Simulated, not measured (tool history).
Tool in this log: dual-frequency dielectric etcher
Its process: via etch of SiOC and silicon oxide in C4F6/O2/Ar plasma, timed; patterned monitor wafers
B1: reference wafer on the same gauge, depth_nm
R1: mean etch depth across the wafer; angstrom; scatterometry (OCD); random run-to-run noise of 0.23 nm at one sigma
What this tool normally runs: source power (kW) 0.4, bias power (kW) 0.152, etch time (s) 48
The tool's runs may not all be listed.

Run 1, day 0: usual settings but etch time (s) 51.5; B1 55.7. Result: R1 589 angstrom.
Run 2, day 1.458: usual settings but etch time (s) 51.5; B1 55.6. Result: R1 584 angstrom.
Run 3, day 3.233: usual settings but etch time (s) 51.5; B1 55.5. Result: R1 586 angstrom.
Run 4, day 5.496: usual settings but source power (kW) 0.36, etch time (s) 56; B1 55.5. Result: R1 614 angstrom.
Run 5, day 6.854: usual settings but source power (kW) 0.36, etch time (s) 56; B1 55.5. Result: R1 615 angstrom.
At day 8.879: wet clean of the chamber.
Run 6, day 8.9: usual settings but source power (kW) 0.36, etch time (s) 56; B1 55.6. Result: R1 618 angstrom.
Run 7, day 10.775: usual settings but source power (kW) 0.49, bias power (kW) 0.13, etch time (s) 36; B1 55.4. Result: R1 420 angstrom.
Run 8, day 12.796: usual settings; B1 55.6. Result: R1 547 angstrom.
Run 9, day 14.162: usual settings but source power (kW) 0.47, bias power (kW) 0.189; B1 55.6. Result: R1 624 angstrom.
Run 10, day 15.246: usual settings but bias power (kW) 0.184; B1 55.6. Result: R1 588 angstrom.
Run 11, day 17.271: usual settings but source power (kW) 0.48, bias power (kW) 0.116, etch time (s) 54.5; B1 55.6. Result: R1 611 angstrom.
Run 12, day 19.704: usual settings but bias power (kW) 0.168; B1 55.8. Result: R1 570 angstrom.
Run 13, day 22.588: usual settings but bias power (kW) 0.139, etch time (s) 38; B1 55.5. Result: R1 422 angstrom.
Run 14, day 24.533: usual settings but source power (kW) 0.37; B1 55.7. Result: R1 533 angstrom.
At day 25.804: bias power generator calibrated.
Run 15, day 26.929: usual settings; B1 55.6. Result: R1 551 angstrom.
At day 29.988: upper electrode replaced.
At day 30.746: wet clean of the chamber.
Run 16, day 30.767: usual settings but etch time (s) 51.5; B1 55.5. Result: R1 586 angstrom.
Run 17, day 31.229: usual settings but etch time (s) 42; B1 55.6. Result: R1 483 angstrom.
Run 18, day 32.938: usual settings; B1 55.5. Result: R1 549 angstrom.
Run 19, day 34.567: usual settings but source power (kW) 0.45, bias power (kW) 0.114, etch time (s) 60; B1 55.5. Result: R1 656 angstrom.
Run 20, day 37.138: usual settings but source power (kW) 0.35, bias power (kW) 0.126, etch time (s) 37; B1 55.7. Result: R1 378 angstrom.
At day 37.342: source power generator calibrated.
Run 21, day 45.371: usual settings; B1 55.6. Result: R1 541 angstrom.
Run 22, day 47.883: usual settings but source power (kW) 0.43, bias power (kW) 0.165, etch time (s) 60.5; B1 55.6. Result: R1 722 angstrom.
At day 49.467: wet clean of the chamber.
Run 23, day 49.912: usual settings but etch time (s) 55; B1 55.6. Result: R1 620 angstrom.
Run 24, day 51.967: usual settings; B1 55.6. Result: R1 545 angstrom.
Run 25, day 53.642: usual settings but source power (kW) 0.32, bias power (kW) 0.133, etch time (s) 61; B1 55.7. Result: R1 606 angstrom.
At day 55.275: gauge calibrated.
Run 26, day 56.475: usual settings but source power (kW) 0.32, bias power (kW) 0.121; B1 55.6. Result: R1 463 angstrom.
Run 27, day 57.617: usual settings; B1 55.5. Result: R1 542 angstrom.
Run 28, day 58.983: usual settings; B1 55.6. Result: R1 542 angstrom.
Run 29, day 61.25: usual settings but source power (kW) 0.43, bias power (kW) 0.14; B1 55.6. Result: R1 537 angstrom.
Run 30, day 62.283: usual settings; B1 55.5. Result: R1 540 angstrom.

What if the next run were any one of these 4? Each begins from the tool's condition after run 30:
Run A, day 62.3: usual settings but bias power (kW) 0.138; B1 ?. Result: R1 ?.
Run B, day 62.3: usual settings but source power (kW) 0.33, bias power (kW) 0.116, etch time (s) 39.5; B1 ?. Result: R1 ?.
Run C, day 62.3: usual settings but source power (kW) 0.36, bias power (kW) 0.125, etch time (s) 42; B1 ?. Result: R1 ?.
Run D, day 62.3: usual settings but source power (kW) 0.44, bias power (kW) 0.183, etch time (s) 57; B1 ?. Result: R1 ?.

run    B1   R1
  A  55.6  524
  B  55.6  381
  C  55.6  428
  D  55.6  708
What these runs would have given with no unlogged condition in the tool:
run   R1
  A  523
  B  380
  C  427
  D  706

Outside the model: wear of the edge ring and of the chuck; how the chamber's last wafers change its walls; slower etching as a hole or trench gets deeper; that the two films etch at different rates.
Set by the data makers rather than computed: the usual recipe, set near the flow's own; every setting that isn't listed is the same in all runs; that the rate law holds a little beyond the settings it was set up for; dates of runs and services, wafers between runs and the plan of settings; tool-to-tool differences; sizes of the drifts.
